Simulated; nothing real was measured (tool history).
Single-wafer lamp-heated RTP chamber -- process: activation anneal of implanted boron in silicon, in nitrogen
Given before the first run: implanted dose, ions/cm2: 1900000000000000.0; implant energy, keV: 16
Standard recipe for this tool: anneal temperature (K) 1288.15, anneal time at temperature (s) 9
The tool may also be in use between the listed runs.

run	day	anneal temperature (K)	anneal time at temperature (s)	wafers since the last listed run	wafers since the last pyrometer calibration	wafers since the reflector plate was cleaned	hours since the gauge calibration	read-back reference wafer on the same gauge, sheet resistance	sheet resistance of the implanted and annealed layer (ohm/square)
1	0.000	1266.15	9	0	2562	4758	218.4	96.01	91.04
# day 0.875: reflector plate cleaned
2	0.896	1288.15	9	149	2711	5	239.9	95.89	86.39
3	1.767	1288.15	9	231	2943	236	260.8	95.76	85.58
4	2.408	1288.15	9	170	3113	406	276.2	95.75	85.91
5	3.371	1288.15	9	255	3369	662	299.3	95.89	85.38
6	4.783	1288.15	9	375	3744	1038	333.2	95.85	85.08
7	5.596	1288.15	9	215	3960	1253	352.7	95.93	86.54
8	6.567	1288.15	9	257	4218	1511	376.0	95.93	84.74
9	9.608	1288.15	9	808	5026	2320	449.0	95.75	85.11
# day 10.571: pyrometer window cleaned and pyrometer calibrated
10	10.592	1288.15	9	172	5	2492	472.6	95.96	85.28
11	11.429	1296.15	9	222	227	2715	492.7	95.86	83.09
# day 12.404: gauge calibrated
12	12.904	1275.15	4	391	619	3107	12.0	95.89	92.19
13	14.154	1270.15	5	332	951	3439	42.0	95.98	92.59
14	15.138	1288.15	9	261	1213	3700	65.6	95.79	84.03
15	15.783	1260.15	7	171	1384	3872	81.1	95.80	95.45
# day 16.446: reflector plate cleaned
16	17.125	1317.15	14	267	1652	180	113.3	95.90	76.60
17	18.125	1288.15	9	265	1918	445	137.3	95.90	86.45
18	18.796	1288.15	12	178	2096	624	153.4	95.91	84.35
19	19.546	1288.15	9	199	2295	823	171.4	95.96	86.45
20	20.646	1313.15	4	292	2588	1115	197.8	95.91	82.05

Branching from run 20: 3 alternative next runs. What would each branch give?
A	20.662	1288.15	9	4	2592	1120	198.2	?	?
B	20.662	1312.15	11	4	2592	1120	198.2	?	?
C	20.662	1267.15	11	4	2592	1120	198.2	?	?

run	read-back reference wafer on the same gauge, sheet resistance	sheet resistance of the implanted and annealed layer (ohm/square)
A	95.82	84.77
B	95.82	77.64
C	95.82	91.61
With the hidden condition removed and each run's random variation left untouched, the same runs would have given:
run	sheet resistance of the implanted and annealed layer (ohm/square)
A	85.51
B	78.19
C	92.75

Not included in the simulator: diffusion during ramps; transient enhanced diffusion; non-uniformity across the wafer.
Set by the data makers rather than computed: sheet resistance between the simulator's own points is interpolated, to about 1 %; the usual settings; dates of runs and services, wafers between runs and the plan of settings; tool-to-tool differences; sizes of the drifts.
